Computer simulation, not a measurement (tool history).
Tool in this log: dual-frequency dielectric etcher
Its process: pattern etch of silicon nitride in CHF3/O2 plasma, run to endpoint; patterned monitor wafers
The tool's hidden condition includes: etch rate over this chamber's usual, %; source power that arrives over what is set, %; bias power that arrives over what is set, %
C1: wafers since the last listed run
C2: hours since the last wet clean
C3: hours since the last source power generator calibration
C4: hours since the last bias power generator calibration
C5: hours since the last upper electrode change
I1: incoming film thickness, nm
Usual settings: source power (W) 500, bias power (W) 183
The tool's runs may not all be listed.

Run 1, hour 0.0: usual settings but source power (W) 590, bias power (W) 205; C1 0; C2 329.8; C3 1468.3; C4 1613.4; C5 2898.1; I1 94.4. Result: endpoint time (s) 62.8.
Run 2, hour 21.3: usual settings but source power (W) 590, bias power (W) 205; C1 323; C2 351.1; C3 1489.6; C4 1634.7; C5 2919.4; I1 94.8. Result: endpoint time (s) 62.8.
Run 3, hour 37.6: usual settings but source power (W) 590, bias power (W) 205; C1 247; C2 367.4; C3 1505.9; C4 1651.0; C5 2935.7; I1 93.8. Result: endpoint time (s) 62.3.
Run 4, hour 72.9: usual settings; C1 535; C2 402.7; C3 1541.2; C4 1686.3; C5 2971.0; I1 93.5. Result: endpoint time (s) 70.4.
Run 5, hour 93.1: usual settings but bias power (W) 149; C1 306; C2 422.9; C3 1561.4; C4 1706.5; C5 2991.2; I1 94.0. Result: endpoint time (s) 77.2.
At hour 157.0: wet clean of the chamber.
Run 6, hour 175.3: usual settings; C1 883; C2 18.3; C3 1643.6; C4 1788.7; C5 3073.4; I1 95.0. Result: endpoint time (s) 70.0.
Run 7, hour 196.6: usual settings; C1 323; C2 39.6; C3 1664.9; C4 1810.0; C5 3094.7; I1 93.7. Result: endpoint time (s) 69.0.
At hour 247.5: upper electrode replaced.
Run 8, hour 248.0: usual settings; C1 415; C2 91.0; C3 1716.3; C4 1861.4; C5 0.5; I1 93.6. Result: endpoint time (s) 68.7.
Run 9, hour 248.3: usual settings but source power (W) 590; C1 4; C2 91.3; C3 1716.6; C4 1861.7; C5 0.8; I1 93.3. Result: endpoint time (s) 64.4.
At hour 258.5: source power generator calibrated.
Run 10, hour 265.3: usual settings but source power (W) 450, bias power (W) 215; C1 197; C2 108.3; C3 6.8; C4 1878.7; C5 17.8; I1 94.6. Result: endpoint time (s) 67.6.
Run 11, hour 280.6: usual settings; C1 232; C2 123.6; C3 22.1; C4 1894.0; C5 33.1; I1 94.8. Result: endpoint time (s) 70.5.
At hour 292.8: bias power generator calibrated.
Run 12, hour 293.7: usual settings but bias power (W) 196; C1 138; C2 136.7; C3 35.2; C4 0.9; C5 46.2; I1 92.8. Result: endpoint time (s) 66.7.
Run 13, hour 321.8: usual settings but source power (W) 430, bias power (W) 206; C1 426; C2 164.8; C3 63.3; C4 29.0; C5 74.3; I1 94.5. Result: endpoint time (s) 70.6.
Run 14, hour 357.7: usual settings but source power (W) 560, bias power (W) 146; C1 544; C2 200.7; C3 99.2; C4 64.9; C5 110.2; I1 94.1. Result: endpoint time (s) 73.8.
Run 15, hour 371.7: usual settings but source power (W) 440, bias power (W) 166; C1 212; C2 214.7; C3 113.2; C4 78.9; C5 124.2; I1 94.7. Result: endpoint time (s) 77.6.
Run 16, hour 389.6: usual settings but source power (W) 540, bias power (W) 156; C1 271; C2 232.6; C3 131.1; C4 96.8; C5 142.1; I1 94.0. Result: endpoint time (s) 72.8.

3 ways to go on from here, each from the tool as it stands after run 16. What would each give?
Run A, hour 390.0: usual settings; C1 6; C2 233.0; C3 131.5; C4 97.2; C5 142.5; I1 93.2. Result: endpoint time (s) ?.
Run B, hour 390.0: usual settings but bias power (W) 146; C1 6; C2 233.0; C3 131.5; C4 97.2; C5 142.5; I1 93.2. Result: endpoint time (s) ?.
Run C, hour 390.0: usual settings but source power (W) 430, bias power (W) 216; C1 6; C2 233.0; C3 131.5; C4 97.2; C5 142.5; I1 93.2. Result: endpoint time (s) ?.

run  endpoint time (s)
  A               69.3
  B               77.0
  C               68.4
The same runs, with their run-to-run variation unchanged, on a tool lacking any hidden condition would have given:
run  endpoint time (s)
  A               68.8
  B               76.4
  C               67.9
